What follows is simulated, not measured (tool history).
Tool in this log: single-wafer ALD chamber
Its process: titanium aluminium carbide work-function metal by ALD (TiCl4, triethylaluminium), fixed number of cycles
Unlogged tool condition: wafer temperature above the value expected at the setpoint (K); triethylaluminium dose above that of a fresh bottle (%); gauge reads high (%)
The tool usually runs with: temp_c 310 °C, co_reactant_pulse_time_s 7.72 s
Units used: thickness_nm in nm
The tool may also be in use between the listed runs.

| run | hour | temp_c | co_reactant_pulse_time_s | wafers since the last listed run | hours since the last thermocouple change | hours since the last triethylaluminium bottle change | hours since the showerhead was replaced | hours since the gauge calibration | read-back reference wafer on the same gauge, thickness_nm | thickness_nm |
|---|---|---|---|---|---|---|---|---|---|---|
| 1 | 0.0 | 310 | 7.72 | 0 | 1255.9 | 961.0 | 3877.5 | 3393.0 | 2.169 | 1.832 |
| 2 | 96.9 | 310 | 7.72 | 1863 | 1352.8 | 1057.9 | 3974.4 | 3489.9 | 2.170 | 1.819 |
| 3 | 132.9 | 310 | 7.72 | 692 | 1388.8 | 1093.9 | 4010.4 | 3525.9 | 2.170 | 1.823 |
|  | 168.5 | thermocouple changed; heater temperature recalibrated |
|  | 176.9 | triethylaluminium bottle replaced |
| 4 | 189.7 | 310 | 7.72 | 784 | 21.2 | 12.8 | 4067.2 | 3582.7 | 2.169 | 1.929 |
| 5 | 262.9 | 301 | 5.48 | 1407 | 94.4 | 86.0 | 4140.4 | 3655.9 | 2.169 | 1.714 |
| 6 | 364.7 | 310 | 9.83 | 1957 | 196.2 | 187.8 | 4242.2 | 3757.7 | 2.170 | 1.994 |
| 7 | 449.7 | 310 | 7.72 | 1634 | 281.2 | 272.8 | 4327.2 | 3842.7 | 2.170 | 1.914 |
|  | 539.2 | gauge calibrated |
| 8 | 722.1 | 310 | 7.72 | 5237 | 553.6 | 545.2 | 4599.6 | 182.9 | 2.171 | 1.908 |
| 9 | 782.4 | 302 | 9.14 | 1159 | 613.9 | 605.5 | 4659.9 | 243.2 | 2.169 | 1.883 |
| 10 | 872.8 | 310 | 7.72 | 1738 | 704.3 | 695.9 | 4750.3 | 333.6 | 2.170 | 1.891 |
| 11 | 950.8 | 310 | 7.72 | 1499 | 782.3 | 773.9 | 4828.3 | 411.6 | 2.170 | 1.880 |
| 12 | 994.0 | 317 | 7.72 | 830 | 825.5 | 817.1 | 4871.5 | 454.8 | 2.169 | 1.947 |
|  | 1060.2 | showerhead replaced |
| 13 | 1094.8 | 296 | 7.72 | 1784 | 926.3 | 917.9 | 34.6 | 555.6 | 2.169 | 1.742 |
| 14 | 1162.8 | 310 | 9.62 | 1307 | 994.3 | 985.9 | 102.6 | 623.6 | 2.170 | 1.931 |
| 15 | 1232.8 | 325 | 10.10 | 1346 | 1064.3 | 1055.9 | 172.6 | 693.6 | 2.169 | 2.084 |
| 16 | 1310.6 | 296 | 7.72 | 1495 | 1142.1 | 1133.7 | 250.4 | 771.4 | 2.170 | 1.706 |
|  | 1325.9 | triethylaluminium bottle replaced |
| 17 | 1361.0 | 320 | 10.70 | 815 | 1192.5 | 35.1 | 300.8 | 821.8 | 2.171 | 2.060 |
| 18 | 1409.3 | 310 | 7.72 | 928 | 1240.8 | 83.4 | 349.1 | 870.1 | 2.169 | 1.882 |
| 19 | 1456.8 | 310 | 7.72 | 913 | 1288.3 | 130.9 | 396.6 | 917.6 | 2.171 | 1.882 |
| 20 | 1553.4 | 317 | 9.36 | 1857 | 1384.9 | 227.5 | 493.2 | 1014.2 | 2.170 | 2.006 |
| 21 | 1593.3 | 300 | 7.72 | 767 | 1424.8 | 267.4 | 533.1 | 1054.1 | 2.170 | 1.778 |
|  | 1624.7 | thermocouple changed; heater temperature recalibrated |
| 22 | 1693.9 | 310 | 7.72 | 1780 | 69.2 | 368.0 | 633.7 | 1154.7 | 2.170 | 1.929 |
| 23 | 1759.2 | 310 | 7.72 | 1255 | 134.5 | 433.3 | 699.0 | 1220.0 | 2.170 | 1.921 |
| 24 | 1807.7 | 323 | 6.59 | 932 | 183.0 | 481.8 | 747.5 | 1268.5 | 2.170 | 1.978 |
| 25 | 1908.2 | 297 | 7.72 | 1932 | 283.5 | 582.3 | 848.0 | 1369.0 | 2.171 | 1.793 |
| 26 | 1989.0 | 301 | 7.72 | 1553 | 364.3 | 663.1 | 928.8 | 1449.8 | 2.169 | 1.830 |
| 27 | 2037.7 | 298 | 8.55 | 936 | 413.0 | 711.8 | 977.5 | 1498.5 | 2.169 | 1.829 |
| 28 | 2091.3 | 318 | 4.89 | 1030 | 466.6 | 765.4 | 1031.1 | 1552.1 | 2.171 | 1.762 |
| 29 | 2267.8 | 310 | 7.72 | 3393 | 643.1 | 941.9 | 1207.6 | 1728.6 | 2.169 | 1.874 |
|  | 2309.3 | triethylaluminium bottle replaced |
| 30 | 2373.0 | 322 | 7.72 | 1869 | 748.3 | 63.7 | 1312.8 | 1833.8 | 2.170 | 2.020 |
| 31 | 2467.9 | 310 | 10.37 | 1824 | 843.2 | 158.6 | 1407.7 | 1928.7 | 2.169 | 1.980 |
| 32 | 2539.1 | 301 | 6.90 | 1369 | 914.4 | 229.8 | 1478.9 | 1999.9 | 2.170 | 1.782 |
| 33 | 2609.1 | 316 | 10.42 | 1346 | 984.4 | 299.8 | 1548.9 | 2069.9 | 2.171 | 2.034 |

The logged runs with the hidden state left out (each run's random variation unchanged):
| run | thickness_nm |
|---|---|
| 1 | 1.920 |
| 2 | 1.924 |
| 3 | 1.937 |
| 4 | 1.928 |
| 5 | 1.714 |
| 6 | 1.994 |
| 7 | 1.918 |
| 8 | 1.928 |
| 9 | 1.904 |
| 10 | 1.925 |
| 11 | 1.923 |
| 12 | 1.996 |
| 13 | 1.801 |
| 14 | 1.991 |
| 15 | 2.153 |
| 16 | 1.799 |
| 17 | 2.101 |
| 18 | 1.925 |
| 19 | 1.929 |
| 20 | 2.064 |
| 21 | 1.837 |
| 22 | 1.929 |
| 23 | 1.924 |
| 24 | 1.986 |
| 25 | 1.804 |
| 26 | 1.847 |
| 27 | 1.847 |
| 28 | 1.804 |
| 29 | 1.921 |
| 30 | 2.036 |
| 31 | 2.000 |
| 32 | 1.808 |
| 33 | 2.064 |
